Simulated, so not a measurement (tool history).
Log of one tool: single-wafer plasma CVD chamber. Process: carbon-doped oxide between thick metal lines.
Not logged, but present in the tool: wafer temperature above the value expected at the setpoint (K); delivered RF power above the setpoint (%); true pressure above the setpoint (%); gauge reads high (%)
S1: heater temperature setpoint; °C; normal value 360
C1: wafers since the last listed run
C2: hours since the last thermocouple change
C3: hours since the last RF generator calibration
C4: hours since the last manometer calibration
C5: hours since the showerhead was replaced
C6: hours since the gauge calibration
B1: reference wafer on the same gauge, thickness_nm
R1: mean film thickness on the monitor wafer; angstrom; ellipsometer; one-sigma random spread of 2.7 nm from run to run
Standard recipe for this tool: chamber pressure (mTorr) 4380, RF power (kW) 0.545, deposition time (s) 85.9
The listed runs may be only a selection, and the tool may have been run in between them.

run 1 hour=0.0 | S1=360 chamber_pressure_(mTorr)=4380 RF_power_(kW)=0.545 deposition_time_(s)=98.0 | C1=0 C2=1926.4 C3=1840.8 C4=923.5 C5=5703.6 C6=696.2 | B1=475.814 | R1=5652.76
run 2 hour=65.5 | S1=360 chamber_pressure_(mTorr)=4380 RF_power_(kW)=0.545 deposition_time_(s)=98.0 | C1=521 C2=1991.9 C3=1906.3 C4=989.0 C5=5769.1 C6=761.7 | B1=475.654 | R1=5641.92
-- hour=107.3 thermocouple changed; heater temperature recalibrated
run 3 hour=129.7 | S1=360 chamber_pressure_(mTorr)=4380 RF_power_(kW)=0.545 deposition_time_(s)=85.9 | C1=447 C2=22.4 C3=1970.5 C4=1053.2 C5=5833.3 C6=825.9 | B1=475.261 | R1=4947.03
-- hour=152.1 showerhead replaced
-- hour=160.9 RF generator calibrated
run 4 hour=171.4 | S1=360 chamber_pressure_(mTorr)=4380 RF_power_(kW)=0.545 deposition_time_(s)=85.9 | C1=204 C2=64.1 C3=10.5 C4=1094.9 C5=19.3 C6=867.6 | B1=475.969 | R1=4992.06
run 5 hour=233.0 | S1=360 chamber_pressure_(mTorr)=4380 RF_power_(kW)=0.545 deposition_time_(s)=85.9 | C1=489 C2=125.7 C3=72.1 C4=1156.5 C5=80.9 C6=929.2 | B1=476.006 | R1=5028.25
-- hour=266.7 capacitance manometer re-zeroed and calibrated
run 6 hour=267.2 | S1=350 chamber_pressure_(mTorr)=3960 RF_power_(kW)=0.655 deposition_time_(s)=79.4 | C1=208 C2=159.9 C3=106.3 C4=0.5 C5=115.1 C6=963.4 | B1=475.937 | R1=5479.68
run 7 hour=402.2 | S1=360 chamber_pressure_(mTorr)=4940 RF_power_(kW)=0.545 deposition_time_(s)=85.9 | C1=1073 C2=294.9 C3=241.3 C4=135.5 C5=250.1 C6=1098.4 | B1=475.813 | R1=5093.54
run 8 hour=466.4 | S1=370 chamber_pressure_(mTorr)=5250 RF_power_(kW)=0.545 deposition_time_(s)=85.9 | C1=510 C2=359.1 C3=305.5 C4=199.7 C5=314.3 C6=1162.6 | B1=476.260 | R1=5061.47
run 9 hour=501.4 | S1=374 chamber_pressure_(mTorr)=4380 RF_power_(kW)=0.545 deposition_time_(s)=85.9 | C1=278 C2=394.1 C3=340.5 C4=234.7 C5=349.3 C6=1197.6 | B1=475.385 | R1=4854.05
run 10 hour=542.3 | S1=371 chamber_pressure_(mTorr)=4380 RF_power_(kW)=0.545 deposition_time_(s)=85.9 | C1=325 C2=435.0 C3=381.4 C4=275.6 C5=390.2 C6=1238.5 | B1=476.340 | R1=4861.05
-- hour=560.8 gauge calibrated
run 11 hour=583.1 | S1=360 chamber_pressure_(mTorr)=5400 RF_power_(kW)=0.545 deposition_time_(s)=94.7 | C1=324 C2=475.8 C3=422.2 C4=316.4 C5=431.0 C6=22.3 | B1=475.451 | R1=5697.81
run 12 hour=641.2 | S1=372 chamber_pressure_(mTorr)=5410 RF_power_(kW)=0.545 deposition_time_(s)=85.9 | C1=462 C2=533.9 C3=480.3 C4=374.5 C5=489.1 C6=80.4 | B1=474.908 | R1=4967.77
run 13 hour=685.0 | S1=360 chamber_pressure_(mTorr)=4380 RF_power_(kW)=0.545 deposition_time_(s)=75.9 | C1=348 C2=577.7 C3=524.1 C4=418.3 C5=532.9 C6=124.2 | B1=475.347 | R1=4341.26
run 14 hour=724.1 | S1=360 chamber_pressure_(mTorr)=4380 RF_power_(kW)=0.640 deposition_time_(s)=92.7 | C1=311 C2=616.8 C3=563.2 C4=457.4 C5=572.0 C6=163.3 | B1=476.173 | R1=6222.36
run 15 hour=776.1 | S1=360 chamber_pressure_(mTorr)=4380 RF_power_(kW)=0.640 deposition_time_(s)=98.6 | C1=413 C2=668.8 C3=615.2 C4=509.4 C5=624.0 C6=215.3 | B1=476.167 | R1=6645.11
run 16 hour=812.5 | S1=360 chamber_pressure_(mTorr)=4380 RF_power_(kW)=0.490 deposition_time_(s)=85.9 | C1=289 C2=705.2 C3=651.6 C4=545.8 C5=660.4 C6=251.7 | B1=476.536 | R1=4485.70
run 17 hour=871.2 | S1=372 chamber_pressure_(mTorr)=4380 RF_power_(kW)=0.545 deposition_time_(s)=77.2 | C1=466 C2=763.9 C3=710.3 C4=604.5 C5=719.1 C6=310.4 | B1=477.373 | R1=4297.04
run 18 hour=930.3 | S1=355 chamber_pressure_(mTorr)=5160 RF_power_(kW)=0.545 deposition_time_(s)=76.3 | C1=470 C2=823.0 C3=769.4 C4=663.6 C5=778.2 C6=369.5 | B1=475.816 | R1=4612.03
run 19 hour=969.0 | S1=346 chamber_pressure_(mTorr)=3960 RF_power_(kW)=0.630 deposition_time_(s)=80.5 | C1=307 C2=861.7 C3=808.1 C4=702.3 C5=816.9 C6=408.2 | B1=476.356 | R1=5452.19
run 20 hour=1002.6 | S1=351 chamber_pressure_(mTorr)=5100 RF_power_(kW)=0.515 deposition_time_(s)=70.6 | C1=267 C2=895.3 C3=841.7 C4=735.9 C5=850.5 C6=441.8 | B1=475.560 | R1=4057.68
run 21 hour=1029.9 | S1=360 chamber_pressure_(mTorr)=5460 RF_power_(kW)=0.620 deposition_time_(s)=85.9 | C1=217 C2=922.6 C3=869.0 C4=763.2 C5=877.8 C6=469.1 | B1=475.575 | R1=5828.73
run 22 hour=1058.4 | S1=354 chamber_pressure_(mTorr)=4380 RF_power_(kW)=0.545 deposition_time_(s)=102.1 | C1=226 C2=951.1 C3=897.5 C4=791.7 C5=906.3 C6=497.6 | B1=475.769 | R1=5929.80
run 23 hour=1100.3 | S1=352 chamber_pressure_(mTorr)=5370 RF_power_(kW)=0.615 deposition_time_(s)=96.8 | C1=333 C2=993.0 C3=939.4 C4=833.6 C5=948.2 C6=539.5 | B1=476.496 | R1=6582.25
run 24 hour=1139.0 | S1=360 chamber_pressure_(mTorr)=4380 RF_power_(kW)=0.545 deposition_time_(s)=85.9 | C1=307 C2=1031.7 C3=978.1 C4=872.3 C5=986.9 C6=578.2 | B1=475.957 | R1=4936.24
run 25 hour=1265.6 | S1=360 chamber_pressure_(mTorr)=5080 RF_power_(kW)=0.655 deposition_time_(s)=85.9 | C1=1007 C2=1158.3 C3=1104.7 C4=998.9 C5=1113.5 C6=704.8 | B1=476.468 | R1=5990.97
run 26 hour=1316.5 | S1=360 chamber_pressure_(mTorr)=4380 RF_power_(kW)=0.545 deposition_time_(s)=85.9 | C1=404 C2=1209.2 C3=1155.6 C4=1049.8 C5=1164.4 C6=755.7 | B1=476.916 | R1=4932.90
run 27 hour=1345.0 | S1=360 chamber_pressure_(mTorr)=4380 RF_power_(kW)=0.585 deposition_time_(s)=69.9 | C1=226 C2=1237.7 C3=1184.1 C4=1078.3 C5=1192.9 C6=784.2 | B1=475.982 | R1=4339.79

Branching from run 27: 5 alternative next runs. What would each branch give?
run A hour=1345.4 | S1=360 chamber_pressure_(mTorr)=4380 RF_power_(kW)=0.545 deposition_time_(s)=85.9 | C1=3 C2=1238.1 C3=1184.5 C4=1078.7 C5=1193.3 C6=784.6 | B1=? | R1=?
run B hour=1345.4 | S1=371 chamber_pressure_(mTorr)=4380 RF_power_(kW)=0.605 deposition_time_(s)=85.9 | C1=3 C2=1238.1 C3=1184.5 C4=1078.7 C5=1193.3 C6=784.6 | B1=? | R1=?
run C hour=1345.4 | S1=366 chamber_pressure_(mTorr)=3360 RF_power_(kW)=0.545 deposition_time_(s)=85.9 | C1=3 C2=1238.1 C3=1184.5 C4=1078.7 C5=1193.3 C6=784.6 | B1=? | R1=?
run D hour=1345.4 | S1=360 chamber_pressure_(mTorr)=4770 RF_power_(kW)=0.545 deposition_time_(s)=85.9 | C1=3 C2=1238.1 C3=1184.5 C4=1078.7 C5=1193.3 C6=784.6 | B1=? | R1=?
run E hour=1345.4 | S1=345 chamber_pressure_(mTorr)=4720 RF_power_(kW)=0.515 deposition_time_(s)=76.5 | C1=3 C2=1238.1 C3=1184.5 C4=1078.7 C5=1193.3 C6=784.6 | B1=? | R1=?

run=A B1=476.715 R1=4967.73
run=B B1=476.715 R1=5330.66
run=C B1=476.715 R1=4721.57
run=D B1=476.715 R1=5032.93
run=E B1=476.715 R1=4411.33
With no hidden state in the tool, these same runs would have given:
run=A R1=4967.73
run=B R1=5330.66
run=C R1=4721.57
run=D R1=5032.93
run=E R1=4411.33

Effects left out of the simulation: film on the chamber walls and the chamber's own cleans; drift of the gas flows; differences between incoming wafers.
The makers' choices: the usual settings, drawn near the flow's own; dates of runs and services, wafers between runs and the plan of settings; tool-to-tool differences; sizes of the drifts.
